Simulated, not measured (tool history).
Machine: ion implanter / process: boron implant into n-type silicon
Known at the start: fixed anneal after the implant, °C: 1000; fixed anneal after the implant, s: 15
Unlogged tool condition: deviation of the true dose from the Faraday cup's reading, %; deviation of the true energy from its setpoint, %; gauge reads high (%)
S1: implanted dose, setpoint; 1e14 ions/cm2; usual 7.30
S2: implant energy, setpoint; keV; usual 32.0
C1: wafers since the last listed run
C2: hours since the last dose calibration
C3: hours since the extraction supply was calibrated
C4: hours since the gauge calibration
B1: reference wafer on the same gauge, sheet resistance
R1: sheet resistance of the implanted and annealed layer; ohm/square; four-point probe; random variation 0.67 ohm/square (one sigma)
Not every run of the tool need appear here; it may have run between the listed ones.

{"run": 1, "hour": 0.0, "S1": 7.3, "S2": 32.0, "C1": 0, "C2": 768.3, "C3": 5203.0, "C4": 137.9, "B1": 169.93, "R1": 159.61}
{"run": 2, "hour": 13.2, "S1": 7.3, "S2": 32.0, "C1": 362, "C2": 781.5, "C3": 5216.2, "C4": 151.1, "B1": 169.82, "R1": 160.38}
{"run": 3, "hour": 24.2, "S1": 7.3, "S2": 32.0, "C1": 302, "C2": 792.5, "C3": 5227.2, "C4": 162.1, "B1": 169.65, "R1": 158.69}
{"run": 4, "hour": 30.6, "S1": 7.3, "S2": 32.0, "C1": 175, "C2": 798.9, "C3": 5233.6, "C4": 168.5, "B1": 170.11, "R1": 159.17}
{"run": 5, "hour": 46.2, "S1": 7.3, "S2": 32.0, "C1": 428, "C2": 814.5, "C3": 5249.2, "C4": 184.1, "B1": 169.75, "R1": 158.97}
{"run": 6, "hour": 58.1, "S1": 7.3, "S2": 32.0, "C1": 327, "C2": 826.4, "C3": 5261.1, "C4": 196.0, "B1": 170.21, "R1": 159.14}
{"run": 7, "hour": 69.5, "S1": 6.07, "S2": 26.0, "C1": 313, "C2": 837.8, "C3": 5272.5, "C4": 207.4, "B1": 169.85, "R1": 187.48}
{"run": 8, "hour": 79.7, "S1": 7.3, "S2": 32.0, "C1": 280, "C2": 848.0, "C3": 5282.7, "C4": 217.6, "B1": 170.1, "R1": 158.26}
{"run": 9, "hour": 90.7, "S1": 7.3, "S2": 32.0, "C1": 302, "C2": 859.0, "C3": 5293.7, "C4": 228.6, "B1": 169.97, "R1": 157.66}
{"run": 10, "hour": 108.0, "S1": 8.76, "S2": 36.0, "C1": 475, "C2": 876.3, "C3": 5311.0, "C4": 245.9, "B1": 170.38, "R1": 135.83}
{"hour": 122.5, "done": "extraction supply calibrated"}
{"run": 11, "hour": 125.9, "S1": 7.3, "S2": 24.5, "C1": 272, "C2": 894.2, "C3": 3.4, "C4": 263.8, "B1": 169.97, "R1": 161.73}
{"run": 12, "hour": 138.3, "S1": 7.3, "S2": 24.5, "C1": 340, "C2": 906.6, "C3": 15.8, "C4": 276.2, "B1": 169.71, "R1": 161.51}
{"run": 13, "hour": 149.7, "S1": 7.3, "S2": 24.5, "C1": 313, "C2": 918.0, "C3": 27.2, "C4": 287.6, "B1": 170.08, "R1": 160.7}
{"run": 14, "hour": 162.5, "S1": 7.3, "S2": 32.0, "C1": 351, "C2": 930.8, "C3": 40.0, "C4": 300.4, "B1": 170.05, "R1": 158.41}
{"run": 15, "hour": 172.3, "S1": 7.3, "S2": 32.0, "C1": 269, "C2": 940.6, "C3": 49.8, "C4": 310.2, "B1": 170.05, "R1": 159.59}
{"run": 16, "hour": 189.4, "S1": 7.3, "S2": 27.5, "C1": 469, "C2": 957.7, "C3": 66.9, "C4": 327.3, "B1": 170.02, "R1": 159.73}
{"run": 17, "hour": 197.1, "S1": 7.3, "S2": 32.0, "C1": 211, "C2": 965.4, "C3": 74.6, "C4": 335.0, "B1": 170.14, "R1": 158.29}
{"hour": 250.9, "done": "Faraday cup replaced and dose calibrated"}
{"run": 18, "hour": 251.4, "S1": 5.8, "S2": 21.5, "C1": 1272, "C2": 0.5, "C3": 128.9, "C4": 389.3, "B1": 170.09, "R1": 206.55}
{"run": 19, "hour": 265.6, "S1": 8.81, "S2": 36.5, "C1": 390, "C2": 14.7, "C3": 143.1, "C4": 403.5, "B1": 169.95, "R1": 140.11}
{"run": 20, "hour": 273.8, "S1": 7.3, "S2": 43.0, "C1": 225, "C2": 22.9, "C3": 151.3, "C4": 411.7, "B1": 170.04, "R1": 161.02}
{"run": 21, "hour": 283.9, "S1": 8.11, "S2": 23.0, "C1": 277, "C2": 33.0, "C3": 161.4, "C4": 421.8, "B1": 170.09, "R1": 154.95}
{"run": 22, "hour": 292.3, "S1": 6.59, "S2": 32.0, "C1": 230, "C2": 41.4, "C3": 169.8, "C4": 430.2, "B1": 170.05, "R1": 179.41}
{"run": 23, "hour": 302.3, "S1": 8.91, "S2": 39.5, "C1": 274, "C2": 51.4, "C3": 179.8, "C4": 440.2, "B1": 169.98, "R1": 137.63}
{"hour": 306.7, "done": "gauge calibrated"}
{"run": 24, "hour": 313.6, "S1": 7.3, "S2": 32.0, "C1": 310, "C2": 62.7, "C3": 191.1, "C4": 6.9, "B1": 169.75, "R1": 164.41}
{"run": 25, "hour": 322.4, "S1": 7.3, "S2": 32.0, "C1": 241, "C2": 71.5, "C3": 199.9, "C4": 15.7, "B1": 170.42, "R1": 164.69}
{"run": 26, "hour": 332.3, "S1": 5.57, "S2": 36.0, "C1": 272, "C2": 81.4, "C3": 209.8, "C4": 25.6, "B1": 170.25, "R1": 205.28}
{"run": 27, "hour": 341.7, "S1": 7.3, "S2": 32.0, "C1": 258, "C2": 90.8, "C3": 219.2, "C4": 35.0, "B1": 170.29, "R1": 164.76}
{"run": 28, "hour": 352.9, "S1": 7.3, "S2": 32.0, "C1": 307, "C2": 102.0, "C3": 230.4, "C4": 46.2, "B1": 169.98, "R1": 163.18}
{"run": 29, "hour": 365.3, "S1": 7.95, "S2": 40.0, "C1": 340, "C2": 114.4, "C3": 242.8, "C4": 58.6, "B1": 170.2, "R1": 150.73}
{"run": 30, "hour": 374.7, "S1": 5.26, "S2": 24.0, "C1": 258, "C2": 123.8, "C3": 252.2, "C4": 68.0, "B1": 169.97, "R1": 222.1}
{"run": 31, "hour": 386.2, "S1": 8.09, "S2": 42.0, "C1": 316, "C2": 135.3, "C3": 263.7, "C4": 79.5, "B1": 169.95, "R1": 148.11}
{"run": 32, "hour": 393.3, "S1": 6.54, "S2": 22.0, "C1": 195, "C2": 142.4, "C3": 270.8, "C4": 86.6, "B1": 169.8, "R1": 186.85}
{"run": 33, "hour": 408.8, "S1": 8.96, "S2": 24.5, "C1": 425, "C2": 157.9, "C3": 286.3, "C4": 102.1, "B1": 170.36, "R1": 141.73}
{"run": 34, "hour": 415.0, "S1": 7.3, "S2": 32.0, "C1": 170, "C2": 164.1, "C3": 292.5, "C4": 108.3, "B1": 169.98, "R1": 163.92}
{"run": 35, "hour": 431.9, "S1": 8.66, "S2": 28.0, "C1": 464, "C2": 181.0, "C3": 309.4, "C4": 125.2, "B1": 169.99, "R1": 143.29}
{"run": 36, "hour": 444.5, "S1": 7.3, "S2": 24.5, "C1": 346, "C2": 193.6, "C3": 322.0, "C4": 137.8, "B1": 169.87, "R1": 168.11}
{"run": 37, "hour": 461.1, "S1": 8.24, "S2": 32.0, "C1": 456, "C2": 210.2, "C3": 338.6, "C4": 154.4, "B1": 170.11, "R1": 147.55}

Give the tool's hidden conditions for every run:
deviation of the true energy from its setpoint, %: 0 on each run
gauge reads high (%): 0 on each run
H1: deviation of the true dose from the Faraday cup's reading, %
run=1 H1=3.83
run=2 H1=3.89
run=3 H1=3.95
run=4 H1=3.98
run=5 H1=4.05
run=6 H1=4.11
run=7 H1=4.16
run=8 H1=4.21
run=9 H1=4.26
run=10 H1=4.35
run=11 H1=4.43
run=12 H1=4.49
run=13 H1=4.54
run=14 H1=4.61
run=15 H1=4.65
run=16 H1=4.73
run=17 H1=4.77
run=18 H1=-0.748
run=19 H1=-0.68
run=20 H1=-0.641
run=21 H1=-0.593
run=22 H1=-0.553
run=23 H1=-0.505
run=24 H1=-0.451
run=25 H1=-0.409
run=26 H1=-0.362
run=27 H1=-0.317
run=28 H1=-0.263
run=29 H1=-0.204
run=30 H1=-0.159
run=31 H1=-0.104
run=32 H1=-0.0703
run=33 H1=0.00376
run=34 H1=0.0334
run=35 H1=0.114
run=36 H1=0.174
run=37 H1=0.254

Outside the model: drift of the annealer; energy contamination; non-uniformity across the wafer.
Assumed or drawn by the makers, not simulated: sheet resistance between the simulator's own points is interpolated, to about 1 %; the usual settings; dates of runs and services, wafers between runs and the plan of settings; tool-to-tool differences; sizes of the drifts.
